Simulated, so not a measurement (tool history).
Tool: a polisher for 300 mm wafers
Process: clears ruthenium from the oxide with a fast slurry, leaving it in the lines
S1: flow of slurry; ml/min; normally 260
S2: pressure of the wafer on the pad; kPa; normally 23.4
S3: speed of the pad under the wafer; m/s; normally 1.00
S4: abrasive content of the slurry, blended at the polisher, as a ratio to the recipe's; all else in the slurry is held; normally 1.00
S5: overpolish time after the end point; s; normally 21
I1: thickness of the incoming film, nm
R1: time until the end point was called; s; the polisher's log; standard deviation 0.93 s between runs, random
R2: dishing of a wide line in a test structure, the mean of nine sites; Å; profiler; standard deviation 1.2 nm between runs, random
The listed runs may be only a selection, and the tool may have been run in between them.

Run 1, hour 0.0: usual settings; I1 254.3. Result: R1 62.2 s, R2 652 Å.
Run 2, hour 16.5: usual settings; I1 259.6. Result: R1 63.4 s, R2 636 Å.
At hour 27.2: slurry nozzle cleaned.
Run 3, hour 51.9: usual settings; I1 260.9. Result: R1 65.4 s, R2 626 Å.
At hour 60.9: slurry blender recalibrated.
At hour 61.3: head pressure recalibrated.
Run 4, hour 61.7: usual settings but S1 215 ml/min; I1 254.8. Result: R1 63.7 s, R2 627 Å.
Run 5, hour 77.7: usual settings but S1 215 ml/min; I1 255.5. Result: R1 66.2 s, R2 611 Å.
At hour 96.3: worn pad replaced by a new one.
Run 6, hour 96.8: usual settings but S1 215 ml/min; I1 263.9. Result: R1 65.7 s, R2 638 Å.
Run 7, hour 109.5: usual settings; I1 256.7. Result: R1 61.9 s, R2 644 Å.
Run 8, hour 116.7: usual settings but S3 0.88 m/s, S4 1.25; I1 255.7. Result: R1 63.6 s, R2 647 Å.
Run 9, hour 131.0: usual settings but S5 14 s; I1 258.2. Result: R1 64.8 s, R2 452 Å.
Run 10, hour 141.2: usual settings but S2 28.3 kPa, S4 1.15; I1 259.4. Result: R1 49.1 s, R2 773 Å.
Run 11, hour 158.9: usual settings but S3 0.80 m/s; I1 264.2. Result: R1 82.2 s, R2 517 Å.
Run 12, hour 166.5: usual settings; I1 262.5. Result: R1 65.9 s, R2 637 Å.
Run 13, hour 172.7: usual settings but S1 340 ml/min, S5 13 s; I1 255.7. Result: R1 62.2 s, R2 424 Å.
Run 14, hour 192.5: usual settings but S1 220 ml/min, S4 1.20; I1 263.6. Result: R1 64.6 s, R2 634 Å.
Run 15, hour 200.5: usual settings but S3 1.20 m/s; I1 259.3. Result: R1 56.4 s, R2 708 Å.

Run 16, settings as shown, results not yet in. Your forecast:
Run 16, hour 210.8: usual settings but S3 0.80 m/s; I1 257.0. Result: R1 ?, R2 ?.

R1: 85.8 s
R2: 522 Å
Had the tool carried no hidden state, the very same run would have given R1 79.0 s, R2 561 Å.

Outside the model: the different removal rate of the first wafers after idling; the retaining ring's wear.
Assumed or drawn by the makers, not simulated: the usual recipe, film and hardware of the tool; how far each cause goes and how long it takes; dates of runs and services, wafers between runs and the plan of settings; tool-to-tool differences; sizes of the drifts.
